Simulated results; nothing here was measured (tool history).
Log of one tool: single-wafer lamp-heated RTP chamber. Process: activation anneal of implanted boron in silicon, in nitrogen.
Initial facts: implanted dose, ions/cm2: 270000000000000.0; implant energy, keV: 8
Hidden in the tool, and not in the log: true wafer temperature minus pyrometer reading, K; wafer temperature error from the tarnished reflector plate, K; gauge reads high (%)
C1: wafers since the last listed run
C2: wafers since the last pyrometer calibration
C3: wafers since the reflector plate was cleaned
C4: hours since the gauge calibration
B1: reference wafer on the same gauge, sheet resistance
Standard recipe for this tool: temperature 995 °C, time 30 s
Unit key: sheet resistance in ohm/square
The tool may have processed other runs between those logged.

Run 1, hour 0.0: usual settings but temperature 980 °C; C1 0; C2 616; C3 5493; C4 204.9; B1 401.14. Result: sheet resistance 444.87 ohm/square.
Run 2, hour 28.9: usual settings but temperature 980 °C; C1 421; C2 1037; C3 5914; C4 233.8; B1 401.03. Result: sheet resistance 443.33 ohm/square.
Run 3, hour 64.3: usual settings but temperature 980 °C; C1 515; C2 1553; C3 6430; C4 269.2; B1 400.75. Result: sheet resistance 441.01 ohm/square.
Run 4, hour 100.2: usual settings; C1 523; C2 2076; C3 6953; C4 305.1; B1 401.15. Result: sheet resistance 436.46 ohm/square.
At hour 131.2: pyrometer window cleaned and pyrometer calibrated.
Run 5, hour 132.5: usual settings; C1 354; C2 18; C3 7307; C4 337.4; B1 400.99. Result: sheet resistance 440.29 ohm/square.
Run 6, hour 154.7: usual settings; C1 323; C2 342; C3 7631; C4 359.6; B1 401.13. Result: sheet resistance 439.38 ohm/square.
Run 7, hour 195.6: usual settings; C1 596; C2 938; C3 8227; C4 400.5; B1 401.01. Result: sheet resistance 437.03 ohm/square.
Run 8, hour 228.0: usual settings; C1 472; C2 1410; C3 8699; C4 432.9; B1 400.90. Result: sheet resistance 436.68 ohm/square.
At hour 235.4: gauge calibrated.
Run 9, hour 246.3: usual settings; C1 266; C2 1677; C3 8966; C4 10.9; B1 400.94. Result: sheet resistance 436.07 ohm/square.
Run 10, hour 259.6: usual settings but temperature 1011 °C, time 23 s; C1 193; C2 1871; C3 9160; C4 24.2; B1 401.01. Result: sheet resistance 435.47 ohm/square.
At hour 290.9: reflector plate cleaned.
At hour 300.2: pyrometer window cleaned and pyrometer calibrated.
Run 11, hour 300.7: usual settings but temperature 987 °C, time 37 s; C1 365; C2 6; C3 26; C4 65.3; B1 401.10. Result: sheet resistance 439.78 ohm/square.
Run 12, hour 309.7: usual settings; C1 131; C2 138; C3 157; C4 74.3; B1 400.98. Result: sheet resistance 438.56 ohm/square.
Run 13, hour 332.9: usual settings but temperature 980 °C, time 44 s; C1 338; C2 476; C3 495; C4 97.5; B1 401.04. Result: sheet resistance 440.41 ohm/square.
Run 14, hour 363.2: usual settings but temperature 985 °C, time 45 s; C1 441; C2 917; C3 937; C4 127.8; B1 400.99. Result: sheet resistance 438.62 ohm/square.
Run 15, hour 393.9: usual settings but temperature 974 °C, time 39 s; C1 447; C2 1365; C3 1384; C4 158.5; B1 400.80. Result: sheet resistance 443.25 ohm/square.
Run 16, hour 406.0: usual settings but temperature 972 °C; C1 176; C2 1541; C3 1561; C4 170.6; B1 400.78. Result: sheet resistance 444.77 ohm/square.

Each row is a separate what-if for the run after 16, all from the same tool condition, not one after another. Results?
Run A, hour 406.4: usual settings; C1 5; C2 1547; C3 1567; C4 171.0; B1 ?. Result: sheet resistance ?.
Run B, hour 406.4: usual settings but temperature 975 °C, time 25 s; C1 5; C2 1547; C3 1567; C4 171.0; B1 ?. Result: sheet resistance ?.
Run C, hour 406.4: usual settings but temperature 1005 °C, time 46 s; C1 5; C2 1547; C3 1567; C4 171.0; B1 ?. Result: sheet resistance ?.
Run D, hour 406.4: usual settings but time 36 s; C1 5; C2 1547; C3 1567; C4 171.0; B1 ?. Result: sheet resistance ?.

run      B1  sheet resistance
  A  401.09            436.78
  B  401.09            445.38
  C  401.09            431.85
  D  401.09            435.70
What these runs would have given with no unlogged condition in the tool:
run  sheet resistance
  A            438.34
  B            449.31
  C            433.10
  D            437.23
